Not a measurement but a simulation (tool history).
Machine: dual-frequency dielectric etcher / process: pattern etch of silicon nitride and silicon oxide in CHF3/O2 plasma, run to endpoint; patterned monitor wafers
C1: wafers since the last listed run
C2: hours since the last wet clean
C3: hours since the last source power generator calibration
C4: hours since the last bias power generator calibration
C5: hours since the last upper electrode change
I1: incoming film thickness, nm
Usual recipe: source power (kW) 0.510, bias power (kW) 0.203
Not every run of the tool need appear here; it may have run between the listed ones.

{"run": 1, "hour": 0.0, "source power (kW)": 0.51, "bias power (kW)": 0.203, "C1": 0, "C2": 484.3, "C3": 2006.9, "C4": 1623.6, "C5": 3578.9, "I1": 318.6, "endpoint time (s)": 231.1}
{"run": 2, "hour": 9.6, "source power (kW)": 0.51, "bias power (kW)": 0.203, "C1": 72, "C2": 493.9, "C3": 2016.5, "C4": 1633.2, "C5": 3588.5, "I1": 315.3, "endpoint time (s)": 230.7}
{"run": 3, "hour": 26.2, "source power (kW)": 0.51, "bias power (kW)": 0.203, "C1": 124, "C2": 510.5, "C3": 2033.1, "C4": 1649.8, "C5": 3605.1, "I1": 311.4, "endpoint time (s)": 227.1}
{"run": 4, "hour": 33.5, "source power (kW)": 0.51, "bias power (kW)": 0.219, "C1": 54, "C2": 517.8, "C3": 2040.4, "C4": 1657.1, "C5": 3612.4, "I1": 314.2, "endpoint time (s)": 222.6}
{"run": 5, "hour": 41.3, "source power (kW)": 0.51, "bias power (kW)": 0.203, "C1": 58, "C2": 525.6, "C3": 2048.2, "C4": 1664.9, "C5": 3620.2, "I1": 318.6, "endpoint time (s)": 231.9}
{"run": 6, "hour": 51.1, "source power (kW)": 0.51, "bias power (kW)": 0.203, "C1": 73, "C2": 535.4, "C3": 2058.0, "C4": 1674.7, "C5": 3630.0, "I1": 314.7, "endpoint time (s)": 231.8}
{"run": 7, "hour": 59.2, "source power (kW)": 0.51, "bias power (kW)": 0.203, "C1": 60, "C2": 543.5, "C3": 2066.1, "C4": 1682.8, "C5": 3638.1, "I1": 316.3, "endpoint time (s)": 232.9}
{"run": 8, "hour": 66.5, "source power (kW)": 0.51, "bias power (kW)": 0.203, "C1": 54, "C2": 550.8, "C3": 2073.4, "C4": 1690.1, "C5": 3645.4, "I1": 317.4, "endpoint time (s)": 232.3}
{"hour": 102.8, "done": "upper electrode replaced"}
{"hour": 115.4, "done": "wet clean of the chamber"}
{"run": 9, "hour": 115.9, "source power (kW)": 0.51, "bias power (kW)": 0.203, "C1": 96, "C2": 0.5, "C3": 2122.8, "C4": 1739.5, "C5": 13.1, "I1": 316.5, "endpoint time (s)": 210.0}
{"run": 10, "hour": 116.3, "source power (kW)": 0.51, "bias power (kW)": 0.203, "C1": 3, "C2": 0.9, "C3": 2123.2, "C4": 1739.9, "C5": 13.5, "I1": 315.7, "endpoint time (s)": 207.4}
{"run": 11, "hour": 116.6, "source power (kW)": 0.58, "bias power (kW)": 0.189, "C1": 2, "C2": 1.2, "C3": 2123.5, "C4": 1740.2, "C5": 13.8, "I1": 314.6, "endpoint time (s)": 198.2}
{"run": 12, "hour": 117.0, "source power (kW)": 0.58, "bias power (kW)": 0.189, "C1": 3, "C2": 1.6, "C3": 2123.9, "C4": 1740.6, "C5": 14.2, "I1": 315.3, "endpoint time (s)": 198.9}
{"hour": 134.2, "done": "bias power generator calibrated"}
{"hour": 137.3, "done": "source power generator calibrated"}
{"run": 13, "hour": 137.8, "source power (kW)": 0.51, "bias power (kW)": 0.203, "C1": 102, "C2": 22.4, "C3": 0.5, "C4": 3.6, "C5": 35.0, "I1": 314.5, "endpoint time (s)": 208.3}
{"hour": 163.7, "done": "wet clean of the chamber, repeated, since the last time left the tool worse"}
{"run": 14, "hour": 164.2, "source power (kW)": 0.58, "bias power (kW)": 0.169, "C1": 18, "C2": 0.5, "C3": 26.9, "C4": 30.0, "C5": 61.4, "I1": 314.4, "endpoint time (s)": 221.1}
{"run": 15, "hour": 164.6, "source power (kW)": 0.45, "bias power (kW)": 0.25, "C1": 3, "C2": 0.9, "C3": 27.3, "C4": 30.4, "C5": 61.8, "I1": 316.0, "endpoint time (s)": 219.4}
{"run": 16, "hour": 169.2, "source power (kW)": 0.51, "bias power (kW)": 0.203, "C1": 34, "C2": 5.5, "C3": 31.9, "C4": 35.0, "C5": 66.4, "I1": 315.2, "endpoint time (s)": 220.8}
{"run": 17, "hour": 177.3, "source power (kW)": 0.39, "bias power (kW)": 0.175, "C1": 60, "C2": 13.6, "C3": 40.0, "C4": 43.1, "C5": 74.5, "I1": 313.9, "endpoint time (s)": 280.9}
{"run": 18, "hour": 191.3, "source power (kW)": 0.62, "bias power (kW)": 0.203, "C1": 105, "C2": 27.6, "C3": 54.0, "C4": 57.1, "C5": 88.5, "I1": 317.8, "endpoint time (s)": 200.1}
{"run": 19, "hour": 204.0, "source power (kW)": 0.46, "bias power (kW)": 0.24, "C1": 95, "C2": 40.3, "C3": 66.7, "C4": 69.8, "C5": 101.2, "I1": 313.4, "endpoint time (s)": 219.8}
{"run": 20, "hour": 218.5, "source power (kW)": 0.39, "bias power (kW)": 0.203, "C1": 108, "C2": 54.8, "C3": 81.2, "C4": 84.3, "C5": 115.7, "I1": 314.8, "endpoint time (s)": 266.3}
{"run": 21, "hour": 230.0, "source power (kW)": 0.57, "bias power (kW)": 0.253, "C1": 86, "C2": 66.3, "C3": 92.7, "C4": 95.8, "C5": 127.2, "I1": 314.0, "endpoint time (s)": 189.8}
{"run": 22, "hour": 239.1, "source power (kW)": 0.58, "bias power (kW)": 0.189, "C1": 68, "C2": 75.4, "C3": 101.8, "C4": 104.9, "C5": 136.3, "I1": 315.2, "endpoint time (s)": 212.6}
{"run": 23, "hour": 253.5, "source power (kW)": 0.51, "bias power (kW)": 0.203, "C1": 108, "C2": 89.8, "C3": 116.2, "C4": 119.3, "C5": 150.7, "I1": 312.6, "endpoint time (s)": 221.2}
{"run": 24, "hour": 268.9, "source power (kW)": 0.59, "bias power (kW)": 0.177, "C1": 115, "C2": 105.2, "C3": 131.6, "C4": 134.7, "C5": 166.1, "I1": 313.2, "endpoint time (s)": 214.1}
{"run": 25, "hour": 286.3, "source power (kW)": 0.56, "bias power (kW)": 0.18, "C1": 130, "C2": 122.6, "C3": 149.0, "C4": 152.1, "C5": 183.5, "I1": 317.3, "endpoint time (s)": 224.6}

Branching from run 25: 3 alternative next runs. What would each branch give?
{"run": "A", "hour": 286.8, "source power (kW)": 0.51, "bias power (kW)": 0.233, "C1": 3, "C2": 123.1, "C3": 149.5, "C4": 152.6, "C5": 184.0, "I1": 316.9, "endpoint time (s)": "?"}
{"run": "B", "hour": 286.8, "source power (kW)": 0.56, "bias power (kW)": 0.157, "C1": 3, "C2": 123.1, "C3": 149.5, "C4": 152.6, "C5": 184.0, "I1": 316.9, "endpoint time (s)": "?"}
{"run": "C", "hour": 286.8, "source power (kW)": 0.61, "bias power (kW)": 0.228, "C1": 3, "C2": 123.1, "C3": 149.5, "C4": 152.6, "C5": 184.0, "I1": 316.9, "endpoint time (s)": "?"}

run=A endpoint_time_(s)=211.0
run=B endpoint_time_(s)=234.3
run=C endpoint_time_(s)=192.0
Stripped of hidden state, with their random variation kept, the same runs would have yielded:
run=A endpoint_time_(s)=210.6
run=B endpoint_time_(s)=233.8
run=C endpoint_time_(s)=191.6

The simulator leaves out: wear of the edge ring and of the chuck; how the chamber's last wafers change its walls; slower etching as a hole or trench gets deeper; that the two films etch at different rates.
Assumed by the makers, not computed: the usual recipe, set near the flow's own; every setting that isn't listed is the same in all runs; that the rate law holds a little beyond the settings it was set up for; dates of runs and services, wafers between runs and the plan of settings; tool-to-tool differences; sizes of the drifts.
